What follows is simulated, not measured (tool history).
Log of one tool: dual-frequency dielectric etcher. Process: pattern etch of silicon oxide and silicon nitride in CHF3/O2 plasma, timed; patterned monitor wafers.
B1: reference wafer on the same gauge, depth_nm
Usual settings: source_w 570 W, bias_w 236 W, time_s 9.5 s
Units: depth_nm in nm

Run 1, hour 0.0: usual settings but source_w 470 W; B1 16.91. Result: depth_nm 14.47 nm.
Run 2, hour 26.4: usual settings but source_w 470 W; B1 16.90. Result: depth_nm 14.46 nm.
Run 3, hour 40.5: usual settings but source_w 540 W; B1 16.91. Result: depth_nm 15.40 nm.
Run 4, hour 54.6: usual settings but source_w 540 W; B1 16.90. Result: depth_nm 15.49 nm.
Run 5, hour 70.0: usual settings but source_w 540 W; B1 16.90. Result: depth_nm 15.41 nm.
At hour 78.5: bias power generator calibrated.
Run 6, hour 95.4: usual settings but time_s 7.5 s; B1 16.91. Result: depth_nm 12.50 nm.
Run 7, hour 111.7: usual settings but time_s 7.5 s; B1 16.90. Result: depth_nm 12.48 nm.
Run 8, hour 130.9: usual settings but time_s 7.5 s; B1 16.89. Result: depth_nm 12.54 nm.
Run 9, hour 144.4: usual settings but time_s 8.0 s; B1 16.90. Result: depth_nm 13.31 nm.
Run 10, hour 167.0: usual settings but time_s 8.0 s; B1 16.90. Result: depth_nm 13.40 nm.
At hour 202.1: wet clean of the chamber.
At hour 214.0: upper electrode replaced, of another model than before.
Run 11, hour 214.5: usual settings; B1 16.90. Result: depth_nm 15.75 nm.
Run 12, hour 214.8: usual settings; B1 16.89. Result: depth_nm 15.70 nm.
Run 13, hour 233.2: usual settings but source_w 520 W, bias_w 276 W, time_s 10.5 s; B1 16.90. Result: depth_nm 16.84 nm.
At hour 237.9: gauge calibrated.
Run 14, hour 252.2: usual settings but bias_w 256 W; B1 16.91. Result: depth_nm 16.07 nm.
Run 15, hour 284.2: usual settings but source_w 650 W; B1 16.91. Result: depth_nm 17.30 nm.
Run 16, hour 302.3: usual settings but source_w 530 W, bias_w 185 W, time_s 8.5 s; B1 16.91. Result: depth_nm 12.66 nm.
At hour 312.2: source power generator calibrated.
Run 17, hour 325.8: usual settings but source_w 450 W, time_s 7.5 s; B1 16.90. Result: depth_nm 10.20 nm.
Run 18, hour 347.7: usual settings but source_w 480 W, bias_w 203 W; B1 16.89. Result: depth_nm 13.29 nm.
Run 19, hour 379.6: usual settings but source_w 520 W, bias_w 203 W, time_s 6.5 s; B1 16.91. Result: depth_nm 9.83 nm.
Run 20, hour 401.8: usual settings; B1 16.91. Result: depth_nm 16.04 nm.
Run 21, hour 425.3: usual settings but bias_w 184 W, time_s 7.0 s; B1 16.90. Result: depth_nm 11.12 nm.
Run 22, hour 459.5: usual settings; B1 16.90. Result: depth_nm 16.01 nm.
Run 23, hour 472.4: usual settings but source_w 650 W, bias_w 260 W, time_s 11.5 s; B1 16.90. Result: depth_nm 21.76 nm.
Run 24, hour 488.6: usual settings but bias_w 275 W; B1 16.90. Result: depth_nm 16.63 nm.
Run 25, hour 508.6: usual settings; B1 16.90. Result: depth_nm 16.07 nm.
At hour 538.2: wet clean of the chamber.
Run 26, hour 542.0: usual settings but source_w 660 W, time_s 12.5 s; B1 16.91. Result: depth_nm 22.57 nm.
Run 27, hour 556.7: usual settings but source_w 610 W, bias_w 287 W; B1 16.90. Result: depth_nm 17.18 nm.
Run 28, hour 577.0: usual settings but source_w 530 W, bias_w 279 W, time_s 11.0 s; B1 16.90. Result: depth_nm 17.81 nm.
Run 29, hour 609.9: usual settings but source_w 520 W, bias_w 216 W, time_s 7.0 s; B1 16.91. Result: depth_nm 10.50 nm.
Run 30, hour 642.8: usual settings; B1 16.90. Result: depth_nm 15.66 nm.
Run 31, hour 657.4: usual settings but source_w 660 W, bias_w 290 W, time_s 11.0 s; B1 16.91. Result: depth_nm 21.30 nm.

Forecast each of these 3 alternatives for the next run:
Run A, hour 657.8: usual settings but bias_w 196 W; B1 ?. Result: depth_nm ?.
Run B, hour 657.8: usual settings but source_w 480 W, bias_w 254 W, time_s 11.0 s; B1 ?. Result: depth_nm ?.
Run C, hour 657.8: usual settings but source_w 450 W, time_s 8.0 s; B1 ?. Result: depth_nm ?.

run     B1  depth_nm
  A  16.89     15.04
  B  16.89     16.13
  C  16.89     10.83
Without the tool's hidden state the same runs would have given:
run  depth_nm
  A     14.90
  B     15.97
  C     10.72

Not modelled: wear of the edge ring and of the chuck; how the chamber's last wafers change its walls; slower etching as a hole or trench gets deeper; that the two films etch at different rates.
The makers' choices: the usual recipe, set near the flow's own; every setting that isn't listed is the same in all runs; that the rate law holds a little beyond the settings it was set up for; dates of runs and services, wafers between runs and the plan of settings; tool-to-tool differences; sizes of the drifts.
